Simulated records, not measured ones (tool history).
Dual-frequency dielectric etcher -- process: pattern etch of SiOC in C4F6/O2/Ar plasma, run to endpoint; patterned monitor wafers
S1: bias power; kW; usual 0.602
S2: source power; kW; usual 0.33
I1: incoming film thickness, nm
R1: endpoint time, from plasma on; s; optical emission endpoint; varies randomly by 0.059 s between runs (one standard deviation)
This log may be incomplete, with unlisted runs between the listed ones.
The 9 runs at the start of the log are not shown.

run 10 hour=793.2 | S1=0.639 S2=0.33 | I1=27.92 | R1=9.1
-- hour=917.2 wet clean of the chamber
run 11 hour=917.7 | S1=0.602 S2=0.33 | I1=27.57 | R1=8.4
run 12 hour=942.7 | S1=0.602 S2=0.33 | I1=27.21 | R1=8.3
run 13 hour=987 | S1=0.693 S2=0.33 | I1=27.8 | R1=7.9
-- hour=1069.5 source power generator calibrated
run 14 hour=1070 | S1=0.693 S2=0.33 | I1=27.86 | R1=8.2
run 15 hour=1129.9 | S1=0.693 S2=0.33 | I1=27.85 | R1=8.2
run 16 hour=1214.6 | S1=0.566 S2=0.3 | I1=27.51 | R1=8.9
run 17 hour=1306.1 | S1=0.566 S2=0.3 | I1=27.76 | R1=9
-- hour=1420.1 wet clean of the chamber, repeated, since the last time left the tool worse
run 18 hour=1420.6 | S1=0.602 S2=0.29 | I1=27.54 | R1=9.2
run 19 hour=1474.7 | S1=0.5 S2=0.33 | I1=27.52 | R1=9.6
run 20 hour=1569.7 | S1=0.602 S2=0.33 | I1=27.97 | R1=9.1
run 21 hour=1665.6 | S1=0.555 S2=0.41 | I1=27.67 | R1=8.8
run 22 hour=1766.1 | S1=0.529 S2=0.29 | I1=27.62 | R1=10
run 23 hour=1841.4 | S1=0.459 S2=0.4 | I1=27.81 | R1=9.7
run 24 hour=1912.6 | S1=0.522 S2=0.25 | I1=27.63 | R1=10.4
-- hour=1955.4 bias power generator calibrated
run 25 hour=1994.9 | S1=0.639 S2=0.33 | I1=27.48 | R1=9
-- hour=2034.2 wet clean of the chamber
run 26 hour=2099.1 | S1=0.692 S2=0.31 | I1=27.94 | R1=8.7
run 27 hour=2155.3 | S1=0.64 S2=0.27 | I1=27.52 | R1=9.2
-- hour=2211.9 upper electrode replaced
run 28 hour=2244 | S1=0.602 S2=0.39 | I1=27.61 | R1=8.7
run 29 hour=2283 | S1=0.602 S2=0.33 | I1=27.69 | R1=9.1
run 30 hour=2367.6 | S1=0.535 S2=0.35 | I1=27.84 | R1=9.5
run 31 hour=2458.5 | S1=0.472 S2=0.33 | I1=27.81 | R1=10.1
run 32 hour=2506 | S1=0.649 S2=0.3 | I1=27.55 | R1=9.2
run 33 hour=2555.4 | S1=0.731 S2=0.36 | I1=27.38 | R1=8.3

Run 34, settings as shown, results not yet in. Your forecast:
-- hour=2630.1 wet clean of the chamber
run 34 hour=2656.1 | S1=0.696 S2=0.39 | I1=27.85 | R1=?

{"run 34": {"R1": 8.1}}
The same run, on a tool lacking any hidden state, would have yielded R1 8.1 s.
